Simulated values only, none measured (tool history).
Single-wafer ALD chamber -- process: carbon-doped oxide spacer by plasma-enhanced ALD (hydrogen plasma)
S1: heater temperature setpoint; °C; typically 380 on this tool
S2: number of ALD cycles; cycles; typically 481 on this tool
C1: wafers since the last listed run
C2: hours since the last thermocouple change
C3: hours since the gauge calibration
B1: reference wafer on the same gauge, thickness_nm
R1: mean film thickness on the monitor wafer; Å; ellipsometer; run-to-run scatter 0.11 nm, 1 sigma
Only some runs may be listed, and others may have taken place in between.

{"run": 1, "day": 0.0, "S1": 380, "S2": 481, "C1": 0, "C2": 2331, "C3": 383, "B1": 22.712, "R1": 230.05}
{"run": 2, "day": 0.596, "S1": 380, "S2": 481, "C1": 8, "C2": 2345.3, "C3": 397.3, "B1": 22.693, "R1": 228.69}
{"day": 2.338, "done": "gauge calibrated"}
{"run": 3, "day": 2.525, "S1": 373, "S2": 447, "C1": 27, "C2": 2391.6, "C3": 4.5, "B1": 22.711, "R1": 213.19}
{"run": 4, "day": 3.208, "S1": 373, "S2": 447, "C1": 9, "C2": 2408, "C3": 20.9, "B1": 22.7, "R1": 213.15}
{"run": 5, "day": 3.925, "S1": 373, "S2": 447, "C1": 10, "C2": 2425.2, "C3": 38.1, "B1": 22.701, "R1": 213.38}
{"run": 6, "day": 4.542, "S1": 380, "S2": 481, "C1": 8, "C2": 2440, "C3": 52.9, "B1": 22.693, "R1": 229.59}
{"run": 7, "day": 4.854, "S1": 380, "S2": 481, "C1": 4, "C2": 2447.5, "C3": 60.4, "B1": 22.693, "R1": 231.42}
{"run": 8, "day": 5.354, "S1": 380, "S2": 481, "C1": 7, "C2": 2459.5, "C3": 72.4, "B1": 22.696, "R1": 229.18}
{"run": 9, "day": 6.842, "S1": 391, "S2": 436, "C1": 21, "C2": 2495.2, "C3": 108.1, "B1": 22.696, "R1": 207.63}
{"run": 10, "day": 7.192, "S1": 391, "S2": 436, "C1": 4, "C2": 2503.6, "C3": 116.5, "B1": 22.713, "R1": 208.65}
{"run": 11, "day": 7.458, "S1": 391, "S2": 436, "C1": 3, "C2": 2510, "C3": 122.9, "B1": 22.718, "R1": 208.18}
{"run": 12, "day": 8.142, "S1": 374, "S2": 481, "C1": 9, "C2": 2526.4, "C3": 139.3, "B1": 22.698, "R1": 229.71}
{"run": 13, "day": 8.704, "S1": 374, "S2": 481, "C1": 8, "C2": 2539.9, "C3": 152.8, "B1": 22.692, "R1": 231.33}
{"run": 14, "day": 9.329, "S1": 380, "S2": 424, "C1": 8, "C2": 2554.9, "C3": 167.8, "B1": 22.702, "R1": 203.46}
{"run": 15, "day": 9.592, "S1": 380, "S2": 481, "C1": 3, "C2": 2561.2, "C3": 174.1, "B1": 22.714, "R1": 229.17}
{"run": 16, "day": 10.308, "S1": 380, "S2": 481, "C1": 10, "C2": 2578.4, "C3": 191.3, "B1": 22.708, "R1": 228.18}
{"day": 10.829, "done": "thermocouple changed; heater temperature recalibrated"}
{"run": 17, "day": 10.85, "S1": 380, "S2": 481, "C1": 2, "C2": 0.5, "C3": 204.3, "B1": 22.7, "R1": 229.63}
{"run": 18, "day": 11.292, "S1": 380, "S2": 481, "C1": 6, "C2": 11.1, "C3": 214.9, "B1": 22.7, "R1": 228.09}
{"run": 19, "day": 11.796, "S1": 380, "S2": 481, "C1": 7, "C2": 23.2, "C3": 227, "B1": 22.712, "R1": 232.2}
{"run": 20, "day": 12.142, "S1": 380, "S2": 481, "C1": 4, "C2": 31.5, "C3": 235.3, "B1": 22.693, "R1": 231.54}
{"run": 21, "day": 12.854, "S1": 380, "S2": 481, "C1": 10, "C2": 48.6, "C3": 252.4, "B1": 22.72, "R1": 228.14}
{"run": 22, "day": 13.208, "S1": 380, "S2": 481, "C1": 5, "C2": 57.1, "C3": 260.9, "B1": 22.716, "R1": 229.4}
{"run": 23, "day": 13.854, "S1": 380, "S2": 554, "C1": 9, "C2": 72.6, "C3": 276.4, "B1": 22.726, "R1": 262.85}
{"run": 24, "day": 14.508, "S1": 391, "S2": 512, "C1": 9, "C2": 88.3, "C3": 292.1, "B1": 22.688, "R1": 242.64}
{"run": 25, "day": 14.875, "S1": 391, "S2": 436, "C1": 5, "C2": 97.1, "C3": 300.9, "B1": 22.704, "R1": 207.08}
{"run": 26, "day": 15.554, "S1": 380, "S2": 481, "C1": 9, "C2": 113.4, "C3": 317.2, "B1": 22.711, "R1": 229.9}
{"run": 27, "day": 17.279, "S1": 380, "S2": 481, "C1": 24, "C2": 154.8, "C3": 358.6, "B1": 22.705, "R1": 228.21}
{"day": 17.55, "done": "gauge calibrated"}
{"run": 28, "day": 17.85, "S1": 380, "S2": 575, "C1": 8, "C2": 168.5, "C3": 7.2, "B1": 22.682, "R1": 275.45}
{"run": 29, "day": 18.533, "S1": 380, "S2": 394, "C1": 9, "C2": 184.9, "C3": 23.6, "B1": 22.693, "R1": 188.27}
{"run": 30, "day": 19.15, "S1": 380, "S2": 481, "C1": 8, "C2": 199.7, "C3": 38.4, "B1": 22.688, "R1": 228.97}
{"run": 31, "day": 19.767, "S1": 375, "S2": 437, "C1": 8, "C2": 214.5, "C3": 53.2, "B1": 22.706, "R1": 210.71}
{"run": 32, "day": 20.129, "S1": 388, "S2": 413, "C1": 5, "C2": 223.2, "C3": 61.9, "B1": 22.695, "R1": 196.04}
{"run": 33, "day": 20.6, "S1": 389, "S2": 527, "C1": 6, "C2": 234.5, "C3": 73.2, "B1": 22.69, "R1": 250.49}
{"run": 34, "day": 20.946, "S1": 380, "S2": 400, "C1": 4, "C2": 242.8, "C3": 81.5, "B1": 22.694, "R1": 191.31}
{"run": 35, "day": 21.283, "S1": 380, "S2": 481, "C1": 4, "C2": 250.9, "C3": 89.6, "B1": 22.706, "R1": 229.7}
{"run": 36, "day": 21.946, "S1": 370, "S2": 402, "C1": 9, "C2": 266.8, "C3": 105.5, "B1": 22.699, "R1": 191.8}
{"run": 37, "day": 22.408, "S1": 380, "S2": 558, "C1": 6, "C2": 277.9, "C3": 116.6, "B1": 22.696, "R1": 266.82}
{"run": 38, "day": 22.783, "S1": 385, "S2": 576, "C1": 5, "C2": 286.9, "C3": 125.6, "B1": 22.697, "R1": 275.59}
{"run": 39, "day": 23.262, "S1": 380, "S2": 481, "C1": 6, "C2": 298.4, "C3": 137.1, "B1": 22.695, "R1": 230.52}
{"run": 40, "day": 23.538, "S1": 380, "S2": 507, "C1": 3, "C2": 305, "C3": 143.7, "B1": 22.707, "R1": 241.71}

Give the tool's hidden conditions for every run:
wafer temperature above the value expected at the setpoint (K): 0, the same for each run
gauge reads high (%): 0, the same for each run

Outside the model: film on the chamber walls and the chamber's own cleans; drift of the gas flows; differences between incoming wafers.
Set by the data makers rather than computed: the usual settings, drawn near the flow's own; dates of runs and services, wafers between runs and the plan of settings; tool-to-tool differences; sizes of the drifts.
